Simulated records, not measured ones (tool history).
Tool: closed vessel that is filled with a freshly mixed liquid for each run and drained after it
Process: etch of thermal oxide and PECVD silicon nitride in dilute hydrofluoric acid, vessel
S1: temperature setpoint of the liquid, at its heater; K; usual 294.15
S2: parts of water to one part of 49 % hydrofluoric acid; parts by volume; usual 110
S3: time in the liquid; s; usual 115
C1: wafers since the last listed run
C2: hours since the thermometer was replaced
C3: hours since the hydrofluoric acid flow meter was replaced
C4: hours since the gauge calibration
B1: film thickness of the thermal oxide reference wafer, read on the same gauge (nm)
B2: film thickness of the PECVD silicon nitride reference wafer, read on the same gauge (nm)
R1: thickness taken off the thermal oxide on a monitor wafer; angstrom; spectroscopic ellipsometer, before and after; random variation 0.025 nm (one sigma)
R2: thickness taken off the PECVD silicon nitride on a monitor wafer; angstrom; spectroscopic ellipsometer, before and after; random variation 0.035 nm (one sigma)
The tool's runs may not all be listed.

{"run": 1, "hour": 0.0, "S1": 294.15, "S2": 110, "S3": 115, "C1": 0, "C2": 1452.6, "C3": 208, "C4": 357, "B1": 119.988, "B2": 139.981, "R1": 37.98, "R2": 25.33}
{"run": 2, "hour": 20.4, "S1": 294.15, "S2": 110, "S3": 115, "C1": 1552, "C2": 1473, "C3": 228.4, "C4": 377.4, "B1": 119.986, "B2": 140.01, "R1": 38.18, "R2": 25.01}
{"run": 3, "hour": 50.4, "S1": 294.15, "S2": 110, "S3": 115, "C1": 2282, "C2": 1503, "C3": 258.4, "C4": 407.4, "B1": 119.99, "B2": 140.02, "R1": 38.36, "R2": 24.94}
{"run": 4, "hour": 62.9, "S1": 294.15, "S2": 110, "S3": 115, "C1": 951, "C2": 1515.5, "C3": 270.9, "C4": 419.9, "B1": 120.019, "B2": 140.007, "R1": 37.81, "R2": 25.44}
{"run": 5, "hour": 95.6, "S1": 294.15, "S2": 110, "S3": 115, "C1": 2488, "C2": 1548.2, "C3": 303.6, "C4": 452.6, "B1": 119.974, "B2": 139.997, "R1": 37.51, "R2": 24.56}
{"run": 6, "hour": 116.4, "S1": 294.15, "S2": 110, "S3": 115, "C1": 1582, "C2": 1569, "C3": 324.4, "C4": 473.4, "B1": 119.948, "B2": 140, "R1": 37.74, "R2": 25.32}
{"run": 7, "hour": 141.2, "S1": 294.15, "S2": 110, "S3": 115, "C1": 1886, "C2": 1593.8, "C3": 349.2, "C4": 498.2, "B1": 119.974, "B2": 139.982, "R1": 38.2, "R2": 24.52}
{"run": 8, "hour": 161.8, "S1": 294.15, "S2": 110, "S3": 115, "C1": 1567, "C2": 1614.4, "C3": 369.8, "C4": 518.8, "B1": 120.017, "B2": 140.013, "R1": 37.72, "R2": 24.28}
{"run": 9, "hour": 197.2, "S1": 294.15, "S2": 110, "S3": 115, "C1": 2693, "C2": 1649.8, "C3": 405.2, "C4": 554.2, "B1": 119.992, "B2": 140.01, "R1": 38.08, "R2": 25.57}
{"run": 10, "hour": 215.7, "S1": 294.15, "S2": 110, "S3": 115, "C1": 1407, "C2": 1668.3, "C3": 423.7, "C4": 572.7, "B1": 120.02, "B2": 140.009, "R1": 37.91, "R2": 24.67}
{"hour": 229.6, "done": "gauge calibrated"}
{"run": 11, "hour": 246.8, "S1": 296.65, "S2": 85, "S3": 135, "C1": 2366, "C2": 1699.4, "C3": 454.8, "C4": 17.2, "B1": 120.012, "B2": 140.025, "R1": 65.58, "R2": 44.39}
{"run": 12, "hour": 272.2, "S1": 294.15, "S2": 110, "S3": 115, "C1": 1932, "C2": 1724.8, "C3": 480.2, "C4": 42.6, "B1": 119.999, "B2": 140.033, "R1": 37.72, "R2": 24.52}
{"run": 13, "hour": 298.5, "S1": 294.15, "S2": 110, "S3": 115, "C1": 2001, "C2": 1751.1, "C3": 506.5, "C4": 68.9, "B1": 120.014, "B2": 140.009, "R1": 37.7, "R2": 24.89}
{"hour": 305.7, "done": "hydrofluoric acid flow meter replaced"}
{"run": 14, "hour": 321.6, "S1": 290.15, "S2": 110, "S3": 185, "C1": 1681, "C2": 1774.2, "C3": 15.9, "C4": 92, "B1": 119.997, "B2": 140.018, "R1": 51.42, "R2": 29.74}
{"run": 15, "hour": 346.4, "S1": 294.15, "S2": 110, "S3": 115, "C1": 1886, "C2": 1799, "C3": 40.7, "C4": 116.8, "B1": 120.03, "B2": 139.999, "R1": 37.26, "R2": 24.46}
{"run": 16, "hour": 374.2, "S1": 298.15, "S2": 150, "S3": 180, "C1": 2115, "C2": 1826.8, "C3": 68.5, "C4": 144.6, "B1": 119.977, "B2": 139.997, "R1": 48.23, "R2": 37.46}
{"run": 17, "hour": 391.0, "S1": 290.15, "S2": 110, "S3": 115, "C1": 1278, "C2": 1843.6, "C3": 85.3, "C4": 161.4, "B1": 120.005, "B2": 140.012, "R1": 31.61, "R2": 18.39}
{"run": 18, "hour": 403.8, "S1": 298.15, "S2": 110, "S3": 140, "C1": 973, "C2": 1856.4, "C3": 98.1, "C4": 174.2, "B1": 120.019, "B2": 140.014, "R1": 53.59, "R2": 38.26}
{"run": 19, "hour": 428.4, "S1": 294.15, "S2": 110, "S3": 115, "C1": 1871, "C2": 1881, "C3": 122.7, "C4": 198.8, "B1": 119.988, "B2": 139.994, "R1": 37.44, "R2": 24.42}
{"hour": 436.8, "done": "thermometer replaced"}
{"run": 20, "hour": 443.1, "S1": 298.65, "S2": 110, "S3": 155, "C1": 1042, "C2": 6.3, "C3": 137.4, "C4": 213.5, "B1": 120.042, "B2": 140, "R1": 65.96, "R2": 50.13}
{"run": 21, "hour": 460.9, "S1": 291.65, "S2": 160, "S3": 115, "C1": 1354, "C2": 24.1, "C3": 155.2, "C4": 231.3, "B1": 119.995, "B2": 140.028, "R1": 23.78, "R2": 16.78}
{"run": 22, "hour": 491.2, "S1": 290.15, "S2": 130, "S3": 115, "C1": 2305, "C2": 54.4, "C3": 185.5, "C4": 261.6, "B1": 120.027, "B2": 139.994, "R1": 28.7, "R2": 18.13}
{"run": 23, "hour": 571.9, "S1": 294.15, "S2": 80, "S3": 75, "C1": 6140, "C2": 135.1, "C3": 266.2, "C4": 342.3, "B1": 119.986, "B2": 139.991, "R1": 37.6, "R2": 24.56}
{"run": 24, "hour": 593.8, "S1": 291.15, "S2": 130, "S3": 115, "C1": 1666, "C2": 157, "C3": 288.1, "C4": 364.2, "B1": 119.985, "B2": 139.997, "R1": 29.42, "R2": 18.82}
{"run": 25, "hour": 624.8, "S1": 296.15, "S2": 60, "S3": 165, "C1": 2358, "C2": 188, "C3": 319.1, "C4": 395.2, "B1": 120.003, "B2": 140.007, "R1": 122.76, "R2": 83.76}

Hidden state or all else? Some run-to-run changes of R1, split into what the settings, what came in and random variation would give without the hidden state, and what is left for the hidden state (with any gauge scatter that isn't in both results):
The hidden state here: liquid colder than its thermometer reads (K); hydrofluoric acid flow below the setpoint (%); gauge reads high (%).
Run 10 -> 11: S1 294.15 -> 296.65, S2 110 -> 85, S3 115 -> 135, gauge calibrated. R1 +27.67 angstrom: hidden state -2.38, all else +30.05.
Run 19 -> 20: S1 294.15 -> 298.65, S3 115 -> 155, thermometer replaced. R1 +28.52 angstrom: hidden state +2.92, all else +25.6.
Run 20 -> 21: S1 298.65 -> 291.65, S2 110 -> 160, S3 155 -> 115. R1 -42.18 angstrom: hidden state +0.37, all else -42.55.
Run 24 -> 25: S1 291.15 -> 296.15, S2 130 -> 60, S3 115 -> 165. R1 +93.34 angstrom: hidden state -1.71, all else +95.05.

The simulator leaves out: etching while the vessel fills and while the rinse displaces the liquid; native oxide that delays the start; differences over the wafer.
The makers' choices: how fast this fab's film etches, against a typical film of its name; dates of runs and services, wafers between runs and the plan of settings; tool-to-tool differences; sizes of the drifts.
